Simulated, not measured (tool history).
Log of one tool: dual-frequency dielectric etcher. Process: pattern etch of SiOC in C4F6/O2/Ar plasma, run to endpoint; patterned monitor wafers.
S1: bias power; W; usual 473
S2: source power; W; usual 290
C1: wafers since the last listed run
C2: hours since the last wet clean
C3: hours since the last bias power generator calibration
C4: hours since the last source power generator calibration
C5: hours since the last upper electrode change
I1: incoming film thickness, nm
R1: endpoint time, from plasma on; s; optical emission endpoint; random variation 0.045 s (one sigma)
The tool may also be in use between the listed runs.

{"run": 1, "hour": 0.0, "S1": 473, "S2": 320, "C1": 0, "C2": 356.6, "C3": 3685.8, "C4": 3612.5, "C5": 2990.8, "I1": 41.38, "R1": 14.6}
{"run": 2, "hour": 54.3, "S1": 473, "S2": 320, "C1": 977, "C2": 410.9, "C3": 3740.1, "C4": 3666.8, "C5": 3045.1, "I1": 41.14, "R1": 14.5}
{"run": 3, "hour": 122.2, "S1": 473, "S2": 320, "C1": 1222, "C2": 478.8, "C3": 3808.0, "C4": 3734.7, "C5": 3113.0, "I1": 41.06, "R1": 14.7}
{"run": 4, "hour": 179.2, "S1": 473, "S2": 290, "C1": 1026, "C2": 535.8, "C3": 3865.0, "C4": 3791.7, "C5": 3170.0, "I1": 40.88, "R1": 15.3}
{"hour": 250.6, "done": "wet clean of the chamber"}
{"run": 5, "hour": 251.1, "S1": 473, "S2": 290, "C1": 862, "C2": 0.5, "C3": 3936.9, "C4": 3863.6, "C5": 3241.9, "I1": 41.16, "R1": 14.6}
{"run": 6, "hour": 266.3, "S1": 526, "S2": 320, "C1": 273, "C2": 15.7, "C3": 3952.1, "C4": 3878.8, "C5": 3257.1, "I1": 41.54, "R1": 13.5}
{"run": 7, "hour": 336.2, "S1": 526, "S2": 320, "C1": 1258, "C2": 85.6, "C3": 4022.0, "C4": 3948.7, "C5": 3327.0, "I1": 40.84, "R1": 13.4}
{"run": 8, "hour": 397.2, "S1": 526, "S2": 320, "C1": 1098, "C2": 146.6, "C3": 4083.0, "C4": 4009.7, "C5": 3388.0, "I1": 40.83, "R1": 13.4}
{"hour": 582.0, "done": "upper electrode replaced"}
{"run": 9, "hour": 611.2, "S1": 473, "S2": 290, "C1": 3421, "C2": 360.6, "C3": 4297.0, "C4": 4223.7, "C5": 29.2, "I1": 41.05, "R1": 15.0}
{"run": 10, "hour": 680.6, "S1": 541, "S2": 290, "C1": 1249, "C2": 430.0, "C3": 4366.4, "C4": 4293.1, "C5": 98.6, "I1": 41.31, "R1": 14.2}
{"hour": 692.4, "done": "bias power generator calibrated"}
{"run": 11, "hour": 736.6, "S1": 473, "S2": 250, "C1": 936, "C2": 486.0, "C3": 44.2, "C4": 4349.1, "C5": 154.6, "I1": 41.39, "R1": 16.7}
{"run": 12, "hour": 789.6, "S1": 473, "S2": 250, "C1": 954, "C2": 539.0, "C3": 97.2, "C4": 4402.1, "C5": 207.6, "I1": 40.81, "R1": 16.5}
{"hour": 796.5, "done": "source power generator calibrated"}
{"hour": 828.3, "done": "wet clean of the chamber"}
{"run": 13, "hour": 848.5, "S1": 473, "S2": 250, "C1": 556, "C2": 20.2, "C3": 156.1, "C4": 52.0, "C5": 266.5, "I1": 41.5, "R1": 16.2}
{"run": 14, "hour": 884.3, "S1": 473, "S2": 290, "C1": 644, "C2": 56.0, "C3": 191.9, "C4": 87.8, "C5": 302.3, "I1": 41.24, "R1": 15.2}
{"run": 15, "hour": 942.8, "S1": 547, "S2": 320, "C1": 1053, "C2": 114.5, "C3": 250.4, "C4": 146.3, "C5": 360.8, "I1": 41.25, "R1": 13.6}
{"run": 16, "hour": 1010.8, "S1": 473, "S2": 290, "C1": 1224, "C2": 182.5, "C3": 318.4, "C4": 214.3, "C5": 428.8, "I1": 41.0, "R1": 15.2}
{"run": 17, "hour": 1161.4, "S1": 411, "S2": 350, "C1": 2711, "C2": 333.1, "C3": 469.0, "C4": 364.9, "C5": 579.4, "I1": 41.4, "R1": 15.3}
{"run": 18, "hour": 1185.4, "S1": 546, "S2": 350, "C1": 432, "C2": 357.1, "C3": 493.0, "C4": 388.9, "C5": 603.4, "I1": 41.48, "R1": 13.4}
{"run": 19, "hour": 1241.9, "S1": 473, "S2": 290, "C1": 1017, "C2": 413.6, "C3": 549.5, "C4": 445.4, "C5": 659.9, "I1": 40.84, "R1": 15.3}
{"run": 20, "hour": 1295.5, "S1": 473, "S2": 290, "C1": 965, "C2": 467.2, "C3": 603.1, "C4": 499.0, "C5": 713.5, "I1": 41.07, "R1": 15.5}
{"run": 21, "hour": 1345.3, "S1": 416, "S2": 310, "C1": 896, "C2": 517.0, "C3": 652.9, "C4": 548.8, "C5": 763.3, "I1": 41.53, "R1": 16.3}
{"run": 22, "hour": 1375.6, "S1": 538, "S2": 260, "C1": 545, "C2": 547.3, "C3": 683.2, "C4": 579.1, "C5": 793.6, "I1": 41.13, "R1": 15.4}
{"hour": 1443.4, "done": "wet clean of the chamber"}
{"run": 23, "hour": 1443.9, "S1": 402, "S2": 310, "C1": 797, "C2": 0.5, "C3": 751.5, "C4": 647.4, "C5": 861.9, "I1": 40.75, "R1": 15.6}
{"run": 24, "hour": 1477.2, "S1": 473, "S2": 290, "C1": 599, "C2": 33.8, "C3": 784.8, "C4": 680.7, "C5": 895.2, "I1": 41.36, "R1": 15.0}
{"run": 25, "hour": 1520.4, "S1": 514, "S2": 320, "C1": 777, "C2": 77.0, "C3": 828.0, "C4": 723.9, "C5": 938.4, "I1": 41.04, "R1": 13.7}
{"run": 26, "hour": 1581.7, "S1": 434, "S2": 310, "C1": 1103, "C2": 138.3, "C3": 889.3, "C4": 785.2, "C5": 999.7, "I1": 41.27, "R1": 15.3}
{"run": 27, "hour": 1605.9, "S1": 387, "S2": 350, "C1": 435, "C2": 162.5, "C3": 913.5, "C4": 809.4, "C5": 1023.9, "I1": 41.25, "R1": 15.4}
{"run": 28, "hour": 1686.0, "S1": 547, "S2": 340, "C1": 1442, "C2": 242.6, "C3": 993.6, "C4": 889.5, "C5": 1104.0, "I1": 41.3, "R1": 13.3}
{"run": 29, "hour": 1749.9, "S1": 534, "S2": 330, "C1": 1150, "C2": 306.5, "C3": 1057.5, "C4": 953.4, "C5": 1167.9, "I1": 40.89, "R1": 13.5}
{"run": 30, "hour": 1798.2, "S1": 473, "S2": 230, "C1": 869, "C2": 354.8, "C3": 1105.8, "C4": 1001.7, "C5": 1216.2, "I1": 40.92, "R1": 16.7}
{"run": 31, "hour": 1822.4, "S1": 576, "S2": 290, "C1": 435, "C2": 379.0, "C3": 1130.0, "C4": 1025.9, "C5": 1240.4, "I1": 41.3, "R1": 13.9}
{"run": 32, "hour": 1850.8, "S1": 473, "S2": 270, "C1": 511, "C2": 407.4, "C3": 1158.4, "C4": 1054.3, "C5": 1268.8, "I1": 41.06, "R1": 15.7}
{"run": 33, "hour": 1906.3, "S1": 379, "S2": 330, "C1": 999, "C2": 462.9, "C3": 1213.9, "C4": 1109.8, "C5": 1324.3, "I1": 41.31, "R1": 16.4}

What the log doesn't show, run by run:
source power that arrives over what is set, %: 0 in every run
H1: etch rate over this chamber's usual, %
H2: bias power that arrives over what is set, %
run=1 H1=-2.97 H2=5.22
run=2 H1=-3.34 H2=5.23
run=3 H1=-3.8 H2=5.25
run=4 H1=-4.18 H2=5.26
run=5 H1=0.257 H2=5.27
run=6 H1=0.154 H2=5.28
run=7 H1=-0.318 H2=5.29
run=8 H1=-0.729 H2=5.3
run=9 H1=-2.17 H2=5.34
run=10 H1=-2.64 H2=5.35
run=11 H1=-3.02 H2=0.5
run=12 H1=-3.38 H2=0.695
run=13 H1=-0.4 H2=0.904
run=14 H1=-0.641 H2=1.03
run=15 H1=-1.04 H2=1.22
run=16 H1=-1.49 H2=1.43
run=17 H1=-2.51 H2=1.87
run=18 H1=-2.67 H2=1.94
run=19 H1=-3.05 H2=2.09
run=20 H1=-3.42 H2=2.22
run=21 H1=-3.75 H2=2.34
run=22 H1=-3.96 H2=2.42
run=23 H1=0.124 H2=2.57
run=24 H1=-0.101 H2=2.64
run=25 H1=-0.392 H2=2.74
run=26 H1=-0.806 H2=2.86
run=27 H1=-0.969 H2=2.91
run=28 H1=-1.51 H2=3.07
run=29 H1=-1.94 H2=3.18
run=30 H1=-2.27 H2=3.27
run=31 H1=-2.43 H2=3.31
run=32 H1=-2.62 H2=3.36
run=33 H1=-3 H2=3.45
